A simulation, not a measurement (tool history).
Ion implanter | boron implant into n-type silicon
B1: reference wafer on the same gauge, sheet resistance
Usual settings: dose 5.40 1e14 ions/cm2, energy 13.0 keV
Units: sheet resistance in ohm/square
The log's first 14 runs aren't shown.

Run 15, hour 1223.8: usual settings; B1 199.44. Result: sheet resistance 196.88 ohm/square.
Run 16, hour 1313.2: usual settings; B1 199.50. Result: sheet resistance 198.06 ohm/square.
Run 17, hour 1403.3: usual settings but energy 16.0 keV; B1 199.67. Result: sheet resistance 194.38 ohm/square.
Run 18, hour 1475.7: usual settings but energy 16.0 keV; B1 199.95. Result: sheet resistance 193.58 ohm/square.
Run 19, hour 1530.1: usual settings but energy 16.5 keV; B1 199.99. Result: sheet resistance 194.02 ohm/square.
Run 20, hour 1572.0: usual settings but dose 4.45 1e14 ions/cm2, energy 17.5 keV; B1 200.24. Result: sheet resistance 226.46 ohm/square.
Run 21, hour 1656.3: usual settings but dose 4.22 1e14 ions/cm2, energy 16.0 keV; B1 200.08. Result: sheet resistance 238.61 ohm/square.
Run 22, hour 1738.3: usual settings but dose 6.37 1e14 ions/cm2, energy 9.0 keV; B1 200.49. Result: sheet resistance 178.06 ohm/square.
Run 23, hour 1810.7: usual settings but dose 6.25 1e14 ions/cm2, energy 10.0 keV; B1 200.49. Result: sheet resistance 179.23 ohm/square.
Run 24, hour 1851.3: usual settings but energy 11.0 keV; B1 200.76. Result: sheet resistance 201.73 ohm/square.
Run 25, hour 1890.2: usual settings but dose 5.91 1e14 ions/cm2; B1 200.88. Result: sheet resistance 183.11 ohm/square.
Run 26, hour 1986.2: usual settings; B1 200.85. Result: sheet resistance 198.84 ohm/square.
At hour 2071.9: extraction supply calibrated.
Run 27, hour 2088.1: usual settings but dose 4.24 1e14 ions/cm2, energy 9.0 keV; B1 201.08. Result: sheet resistance 252.42 ohm/square.
Run 28, hour 2180.8: usual settings but dose 5.95 1e14 ions/cm2, energy 8.5 keV; B1 201.27. Result: sheet resistance 190.20 ohm/square.
Run 29, hour 2220.5: usual settings but dose 6.56 1e14 ions/cm2; B1 201.59. Result: sheet resistance 169.41 ohm/square.
Run 30, hour 2256.5: usual settings; B1 201.35. Result: sheet resistance 199.57 ohm/square.
Run 31, hour 2294.1: usual settings; B1 201.53. Result: sheet resistance 199.46 ohm/square.
Run 32, hour 2364.6: usual settings but dose 7.00 1e14 ions/cm2, energy 16.0 keV; B1 201.64. Result: sheet resistance 156.33 ohm/square.
Run 33, hour 2441.0: usual settings but dose 6.39 1e14 ions/cm2; B1 201.92. Result: sheet resistance 173.83 ohm/square.
At hour 2459.3: Faraday cup replaced and dose calibrated.
Run 34, hour 2530.0: usual settings but dose 3.99 1e14 ions/cm2, energy 17.0 keV; B1 201.95. Result: sheet resistance 250.54 ohm/square.
Run 35, hour 2570.1: usual settings; B1 202.09. Result: sheet resistance 199.39 ohm/square.
Run 36, hour 2662.7: usual settings but dose 6.81 1e14 ions/cm2, energy 15.5 keV; B1 202.26. Result: sheet resistance 161.11 ohm/square.

Forecast each of these 5 alternatives for the next run:
Run A, hour 2663.1: usual settings but dose 3.96 1e14 ions/cm2; B1 ?. Result: sheet resistance ?.
Run B, hour 2663.1: usual settings but dose 6.71 1e14 ions/cm2, energy 9.0 keV; B1 ?. Result: sheet resistance ?.
Run C, hour 2663.1: usual settings but dose 6.84 1e14 ions/cm2, energy 11.0 keV; B1 ?. Result: sheet resistance ?.
Run D, hour 2663.1: usual settings but dose 3.93 1e14 ions/cm2, energy 10.0 keV; B1 ?. Result: sheet resistance ?.
Run E, hour 2663.1: usual settings but dose 6.61 1e14 ions/cm2; B1 ?. Result: sheet resistance ?.

run      B1  sheet resistance
  A  202.19            260.25
  B  202.19            172.43
  C  202.19            166.42
  D  202.19            269.16
  E  202.19            168.90
Without the tool's hidden state the same runs would have given:
run  sheet resistance
  A            256.09
  B            169.67
  C            163.75
  D            264.85
  E            166.20

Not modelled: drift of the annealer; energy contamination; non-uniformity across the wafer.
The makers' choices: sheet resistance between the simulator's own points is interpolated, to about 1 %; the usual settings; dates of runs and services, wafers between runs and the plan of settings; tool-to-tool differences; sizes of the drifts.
